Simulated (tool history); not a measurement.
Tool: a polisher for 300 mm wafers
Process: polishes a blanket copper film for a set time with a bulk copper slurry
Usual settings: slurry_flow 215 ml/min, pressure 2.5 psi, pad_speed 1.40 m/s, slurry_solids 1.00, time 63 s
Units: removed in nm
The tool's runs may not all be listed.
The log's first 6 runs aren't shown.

| run | hour | slurry_flow | pressure | pad_speed | slurry_solids | time | incoming thickness of the incoming film, nm | removed |
|---|---|---|---|---|---|---|---|---|
| 7 | 81.2 | 215 | 2.5 | 1.40 | 1.00 | 63 | 4084.0 | 627.7 |
| 8 | 89.5 | 215 | 2.5 | 1.40 | 1.00 | 63 | 4049.3 | 627.2 |
|  | 102.7 | worn pad replaced by a new one |
| 9 | 103.2 | 215 | 2.5 | 1.40 | 1.00 | 63 | 4128.5 | 657.0 |
| 10 | 113.4 | 240 | 2.5 | 1.54 | 1.00 | 63 | 4005.4 | 746.1 |
| 11 | 127.8 | 240 | 2.5 | 1.54 | 1.00 | 63 | 4097.1 | 748.1 |
| 12 | 138.4 | 215 | 2.5 | 1.40 | 1.00 | 69 | 4096.0 | 721.8 |
| 13 | 149.4 | 285 | 2.8 | 1.40 | 1.00 | 63 | 4113.6 | 758.8 |
| 14 | 163.8 | 215 | 2.5 | 1.40 | 1.00 | 63 | 4082.1 | 657.1 |
| 15 | 171.8 | 145 | 2.5 | 1.40 | 0.70 | 51 | 4152.2 | 449.1 |
|  | 183.1 | worn pad replaced by a new one |
| 16 | 189.7 | 215 | 2.5 | 1.40 | 1.00 | 63 | 4056.4 | 674.7 |
| 17 | 201.7 | 215 | 2.5 | 1.40 | 1.00 | 63 | 4121.9 | 681.2 |
| 18 | 217.7 | 215 | 2.5 | 1.40 | 1.00 | 63 | 4049.8 | 682.8 |
| 19 | 226.6 | 215 | 2.5 | 1.40 | 1.05 | 63 | 4063.4 | 690.3 |
|  | 228.9 | slurry blender recalibrated |
| 20 | 233.3 | 215 | 2.5 | 1.40 | 1.00 | 63 | 4078.2 | 663.4 |
| 21 | 251.0 | 215 | 2.5 | 1.40 | 1.10 | 63 | 4083.3 | 684.8 |
| 22 | 263.2 | 235 | 1.8 | 1.40 | 1.30 | 41 | 4124.0 | 334.3 |
|  | 271.6 | slurry nozzle cleaned |
|  | 276.3 | worn pad replaced by a new one |
| 23 | 278.1 | 160 | 2.5 | 1.72 | 0.85 | 77 | 4108.3 | 928.3 |
| 24 | 289.3 | 215 | 2.5 | 1.40 | 1.00 | 84 | 4154.0 | 937.2 |
| 25 | 296.8 | 175 | 2.5 | 1.40 | 1.00 | 75 | 4081.4 | 786.9 |
| 26 | 313.5 | 215 | 2.5 | 1.52 | 1.00 | 63 | 4098.3 | 743.5 |
| 27 | 320.0 | 215 | 2.5 | 1.40 | 1.00 | 41 | 4111.7 | 448.3 |
| 28 | 337.5 | 215 | 2.8 | 1.40 | 1.20 | 63 | 4144.5 | 792.4 |
| 29 | 347.1 | 265 | 1.7 | 1.40 | 0.75 | 72 | 4119.8 | 495.5 |
|  | 357.2 | worn pad replaced by a new one |
| 30 | 364.4 | 150 | 1.9 | 1.40 | 1.00 | 63 | 4156.6 | 492.3 |

4 ways to go on from here, each from the tool as it stands after run 30. What would each give?
| A | 364.8 | 215 | 2.5 | 1.40 | 0.90 | 63 | 4055.6 | ? |
| B | 364.8 | 245 | 1.9 | 1.16 | 1.25 | 63 | 4055.6 | ? |
| C | 364.8 | 285 | 2.5 | 1.04 | 1.00 | 79 | 4055.6 | ? |
| D | 364.8 | 215 | 2.5 | 1.40 | 1.00 | 72 | 4055.6 | ? |

| run | removed |
|---|---|
| A | 675.4 |
| B | 479.8 |
| C | 684.5 |
| D | 795.1 |
Without the tool's hidden state the same runs would have given:
| run | removed |
|---|---|
| A | 639.5 |
| B | 454.3 |
| C | 648.2 |
| D | 752.8 |
